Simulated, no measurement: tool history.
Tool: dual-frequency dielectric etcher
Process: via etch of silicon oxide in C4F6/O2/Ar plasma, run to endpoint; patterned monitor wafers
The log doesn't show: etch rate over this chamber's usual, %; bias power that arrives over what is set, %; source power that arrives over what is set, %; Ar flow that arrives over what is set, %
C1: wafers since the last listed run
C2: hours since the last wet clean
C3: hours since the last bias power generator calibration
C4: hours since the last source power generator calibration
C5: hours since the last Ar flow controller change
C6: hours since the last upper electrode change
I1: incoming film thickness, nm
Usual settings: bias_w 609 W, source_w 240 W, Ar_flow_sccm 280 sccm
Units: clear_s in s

{"run": 1, "hour": 0.0, "bias_w": 609, "source_w": 240, "Ar_flow_sccm": 280, "C1": 0, "C2": 232.6, "C3": 3084.8, "C4": 2137, "C5": 1528.1, "C6": 1925, "I1": 126.3, "clear_s": 28.3}
{"run": 2, "hour": 7.5, "bias_w": 609, "source_w": 240, "Ar_flow_sccm": 280, "C1": 121, "C2": 240.1, "C3": 3092.3, "C4": 2144.5, "C5": 1535.6, "C6": 1932.5, "I1": 124.8, "clear_s": 28.5}
{"run": 3, "hour": 17.8, "bias_w": 609, "source_w": 240, "Ar_flow_sccm": 280, "C1": 167, "C2": 250.4, "C3": 3102.6, "C4": 2154.8, "C5": 1545.9, "C6": 1942.8, "I1": 125.7, "clear_s": 28}
{"run": 4, "hour": 45.3, "bias_w": 730, "source_w": 240, "Ar_flow_sccm": 231, "C1": 446, "C2": 277.9, "C3": 3130.1, "C4": 2182.3, "C5": 1573.4, "C6": 1970.3, "I1": 126.2, "clear_s": 25.7}
{"run": 5, "hour": 61.3, "bias_w": 730, "source_w": 240, "Ar_flow_sccm": 231, "C1": 259, "C2": 293.9, "C3": 3146.1, "C4": 2198.3, "C5": 1589.4, "C6": 1986.3, "I1": 123.3, "clear_s": 25.3}
{"run": 6, "hour": 68.0, "bias_w": 730, "source_w": 240, "Ar_flow_sccm": 231, "C1": 108, "C2": 300.6, "C3": 3152.8, "C4": 2205, "C5": 1596.1, "C6": 1993, "I1": 126.7, "clear_s": 25.8}
{"hour": 100.4, "done": "wet clean of the chamber"}
{"run": 7, "hour": 100.9, "bias_w": 609, "source_w": 200, "Ar_flow_sccm": 280, "C1": 144, "C2": 0.5, "C3": 3185.7, "C4": 2237.9, "C5": 1629, "C6": 2025.9, "I1": 126.1, "clear_s": 32.6}
{"run": 8, "hour": 101.2, "bias_w": 609, "source_w": 240, "Ar_flow_sccm": 280, "C1": 4, "C2": 0.8, "C3": 3186, "C4": 2238.2, "C5": 1629.3, "C6": 2026.2, "I1": 124.3, "clear_s": 29}
{"run": 9, "hour": 102.6, "bias_w": 609, "source_w": 240, "Ar_flow_sccm": 280, "C1": 22, "C2": 2.2, "C3": 3187.4, "C4": 2239.6, "C5": 1630.7, "C6": 2027.6, "I1": 123.4, "clear_s": 29}
{"hour": 111.6, "done": "Ar flow controller replaced"}
{"hour": 114.7, "done": "bias power generator calibrated"}
{"hour": 129.3, "done": "upper electrode replaced"}
{"run": 10, "hour": 129.8, "bias_w": 609, "source_w": 240, "Ar_flow_sccm": 228, "C1": 56, "C2": 29.4, "C3": 15.1, "C4": 2266.8, "C5": 18.2, "C6": 0.5, "I1": 124.3, "clear_s": 28.4}
{"run": 11, "hour": 130.1, "bias_w": 609, "source_w": 190, "Ar_flow_sccm": 280, "C1": 4, "C2": 29.7, "C3": 15.4, "C4": 2267.1, "C5": 18.5, "C6": 0.8, "I1": 124.1, "clear_s": 32.8}
{"run": 12, "hour": 137.9, "bias_w": 609, "source_w": 240, "Ar_flow_sccm": 280, "C1": 126, "C2": 37.5, "C3": 23.2, "C4": 2274.9, "C5": 26.3, "C6": 8.6, "I1": 125.9, "clear_s": 29.4}
{"run": 13, "hour": 148.6, "bias_w": 753, "source_w": 240, "Ar_flow_sccm": 235, "C1": 173, "C2": 48.2, "C3": 33.9, "C4": 2285.6, "C5": 37, "C6": 19.3, "I1": 125, "clear_s": 26.1}
{"run": 14, "hour": 159.0, "bias_w": 609, "source_w": 300, "Ar_flow_sccm": 339, "C1": 168, "C2": 58.6, "C3": 44.3, "C4": 2296, "C5": 47.4, "C6": 29.7, "I1": 125.3, "clear_s": 27.1}
{"run": 15, "hour": 174.1, "bias_w": 609, "source_w": 200, "Ar_flow_sccm": 211, "C1": 245, "C2": 73.7, "C3": 59.4, "C4": 2311.1, "C5": 62.5, "C6": 44.8, "I1": 126.6, "clear_s": 31.3}
{"run": 16, "hour": 182.2, "bias_w": 660, "source_w": 210, "Ar_flow_sccm": 280, "C1": 131, "C2": 81.8, "C3": 67.5, "C4": 2319.2, "C5": 70.6, "C6": 52.9, "I1": 125.7, "clear_s": 30.3}
{"hour": 192.7, "done": "source power generator calibrated"}
{"run": 17, "hour": 196.2, "bias_w": 609, "source_w": 240, "Ar_flow_sccm": 302, "C1": 162, "C2": 95.8, "C3": 81.5, "C4": 3.5, "C5": 84.6, "C6": 66.9, "I1": 125.2, "clear_s": 29.2}
{"run": 18, "hour": 208.1, "bias_w": 738, "source_w": 220, "Ar_flow_sccm": 280, "C1": 193, "C2": 107.7, "C3": 93.4, "C4": 15.4, "C5": 96.5, "C6": 78.8, "I1": 125.9, "clear_s": 28.1}
{"run": 19, "hour": 216.2, "bias_w": 609, "source_w": 240, "Ar_flow_sccm": 302, "C1": 131, "C2": 115.8, "C3": 101.5, "C4": 23.5, "C5": 104.6, "C6": 86.9, "I1": 124, "clear_s": 29.1}
{"run": 20, "hour": 233.0, "bias_w": 561, "source_w": 210, "Ar_flow_sccm": 213, "C1": 272, "C2": 132.6, "C3": 118.3, "C4": 40.3, "C5": 121.4, "C6": 103.7, "I1": 125.1, "clear_s": 30.8}
{"run": 21, "hour": 247.6, "bias_w": 609, "source_w": 240, "Ar_flow_sccm": 222, "C1": 236, "C2": 147.2, "C3": 132.9, "C4": 54.9, "C5": 136, "C6": 118.3, "I1": 125.5, "clear_s": 27.8}
{"run": 22, "hour": 253.9, "bias_w": 730, "source_w": 240, "Ar_flow_sccm": 231, "C1": 102, "C2": 153.5, "C3": 139.2, "C4": 61.2, "C5": 142.3, "C6": 124.6, "I1": 123.7, "clear_s": 25.8}

Measured less the same run without the tool's hidden state. The same run-to-run variation is in both; the gauge's scatter may not be:
run=1 clear_s=-0.9
run=2 clear_s=-1
run=3 clear_s=-1
run=4 clear_s=-1
run=5 clear_s=-1.1
run=6 clear_s=-1.1
run=7 clear_s=+0.1
run=8 clear_s=+0.1
run=9 clear_s=+0
run=10 clear_s=-0.1
run=11 clear_s=+0
run=12 clear_s=-0.1
run=13 clear_s=-0.2
run=14 clear_s=-0.1
run=15 clear_s=-0.2
run=16 clear_s=-0.3
run=17 clear_s=-0.3
run=18 clear_s=-0.4
run=19 clear_s=-0.4
run=20 clear_s=-0.5
run=21 clear_s=-0.5
run=22 clear_s=-0.5
